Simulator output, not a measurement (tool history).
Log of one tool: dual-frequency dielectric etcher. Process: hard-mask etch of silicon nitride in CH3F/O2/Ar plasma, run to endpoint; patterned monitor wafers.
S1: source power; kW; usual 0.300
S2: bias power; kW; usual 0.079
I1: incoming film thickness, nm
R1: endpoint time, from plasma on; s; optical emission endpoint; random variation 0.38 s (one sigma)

run,hour,S1,S2,I1,R1
1,0.0,0.300,0.068,42.97,69.1
# hour 61.1: wet clean of the chamber
2,100.0,0.300,0.068,42.36,70.5
3,179.0,0.300,0.068,42.49,69.6
4,346.7,0.270,0.067,42.79,73.9
5,435.9,0.270,0.067,42.79,72.7
# hour 479.8: wet clean of the chamber
6,501.8,0.260,0.073,42.41,74.7
7,594.6,0.260,0.073,42.53,73.8
# hour 679.4: bias power generator calibrated
8,698.0,0.250,0.061,42.94,80.8
# hour 737.1: source power generator calibrated
9,777.8,0.330,0.060,42.87,68.5
10,854.4,0.330,0.074,42.31,62.6
11,929.1,0.300,0.079,42.48,64.2
# hour 959.4: wet clean of the chamber
# hour 969.9: upper electrode replaced
12,1022.6,0.230,0.079,42.82,78.7
13,1119.1,0.300,0.079,42.66,66.7
14,1160.9,0.270,0.069,42.59,73.5
15,1244.1,0.300,0.079,42.72,65.9

The tool's hidden state at each run:
source power that arrives over what is set, %: 0 in every run
bias power that arrives over what is set, %: 0 in every run
H1: etch rate over this chamber's usual, %
run,H1
1,4.4
2,0.213
3,1.08
4,2.92
5,3.9
6,0.208
7,1.23
8,2.36
9,3.24
10,4.08
11,4.9
12,0.815
13,1.87
14,2.33
15,3.25
